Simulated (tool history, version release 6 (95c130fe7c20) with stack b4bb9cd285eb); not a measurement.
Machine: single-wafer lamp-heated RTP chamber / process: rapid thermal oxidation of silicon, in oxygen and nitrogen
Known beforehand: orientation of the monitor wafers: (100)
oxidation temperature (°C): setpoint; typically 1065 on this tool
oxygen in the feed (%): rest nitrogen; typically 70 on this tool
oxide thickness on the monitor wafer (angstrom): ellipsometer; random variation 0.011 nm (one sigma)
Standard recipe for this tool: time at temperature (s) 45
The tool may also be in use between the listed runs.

run    hour  oxidation temperature (°C)  time at temperature (s)  oxygen in the feed (%)  read-back reference wafer on the same gauge, thickness  oxide thickness on the monitor wafer (angstrom)
  1       0                        1065                       45                      70                                                   7.173                                            73.73
  2    43.2                        1065                       45                      70                                                   7.166                                            74.03
  3    90.7                        1065                       45                      70                                                   7.165                                            74.48
  4   275.3                        1065                       45                      70                                                   7.172                                            74.63
  5   325.7                        1065                       45                      70                                                   7.177                                            74.71
  6   396.1                        1065                       45                      70                                                   7.169                                             74.8
        447  -- pyrometer window cleaned and pyrometer calibrated
  7   454.6                        1065                       51                      52                                                   7.172                                            70.36
  8   517.2                        1065                       51                      52                                                   7.173                                            70.88
  9   558.2                        1065                       51                      52                                                   7.173                                            71.21
 10   616.3                        1047                       45                      70                                                   7.175                                            66.01
 11   758.9                        1065                       45                      70                                                    7.17                                            74.91
      803.6  -- oxygen flow controller replaced
 12   812.5                        1065                       45                      70                                                   7.167                                             74.3
 13   867.3                        1065                       45                      70                                                   7.167                                            74.26
 14   905.4                        1065                       45                      70                                                    7.17                                             74.5
      939.6  -- pyrometer window cleaned and pyrometer calibrated
 15   956.5                        1065                       45                      70                                                   7.168                                            73.12
 16   996.3                        1054                       45                      60                                                    7.17                                            64.65
 17  1024.3                        1086                       57                      90                                                   7.174                                           102.54
 18  1090.3                        1044                       65                      98                                                   7.171                                            84.95
 19    1135                        1055                       26                      86                                                   7.169                                            58.78
 20  1160.2                        1081                       45                      70                                                   7.171                                            82.01
 21    1207                        1065                       45                      70                                                   7.168                                            74.12
 22  1232.8                        1082                       53                      52                                                   7.172                                            80.17
 23  1277.2                        1084                       63                      70                                                   7.173                                            97.66
     1284.8  -- gauge calibrated
 24  1308.6                        1065                       45                      70                                                   7.172                                            74.36
 25  1368.3                        1050                       27                      70                                                   7.171                                               54
 26  1411.8                        1065                       31                      70                                                   7.167                                            63.34
     1441.8  -- pyrometer window cleaned and pyrometer calibrated
 27  1456.2                        1081                       39                      46                                                   7.168                                            65.61
 28  1526.9                        1090                       53                      51                                                   7.169                                            83.09
 29  1591.1                        1092                       45                      87                                                   7.171                                            95.44
 30  1653.3                        1082                       45                      45                                                   7.172                                             70.6
 31  1681.6                        1065                       45                      70                                                   7.169                                            74.04
 32  1746.9                        1065                       45                      70                                                    7.17                                            74.08
 33  1794.6                        1065                       45                      70                                                   7.171                                             74.1
 34  1844.2                        1045                       30                      70                                                   7.172                                            54.51
 35  1868.5                        1065                       45                      70                                                   7.169                                            74.29
     1886.5  -- pyrometer window cleaned and pyrometer calibrated
 36  1917.8                        1065                       45                      70                                                   7.167                                            73.31
 37  1982.9                        1080                       27                      50                                                    7.17                                            58.11
 38  2022.6                        1065                       26                      96                                                   7.168                                            65.39

3 options for the next run, each taken on its own from the tool as it stands now. Forecast them:
  A  2023.1                        1065                       25                      70                                                       ?                                                ?
  B  2023.1                        1078                       27                      48                                                       ?                                                ?
  C  2023.1                        1089                       24                      56                                                       ?                                                ?

run  read-back reference wafer on the same gauge, thickness  oxide thickness on the monitor wafer (angstrom)
  A                                                   7.173                                            57.56
  B                                                   7.173                                            56.75
  C                                                   7.173                                            61.16
Take away the tool's hidden state, keep each run's random variation, and the runs would have read:
run  oxide thickness on the monitor wafer (angstrom)
  A                                            56.93
  B                                            56.13
  C                                             60.5

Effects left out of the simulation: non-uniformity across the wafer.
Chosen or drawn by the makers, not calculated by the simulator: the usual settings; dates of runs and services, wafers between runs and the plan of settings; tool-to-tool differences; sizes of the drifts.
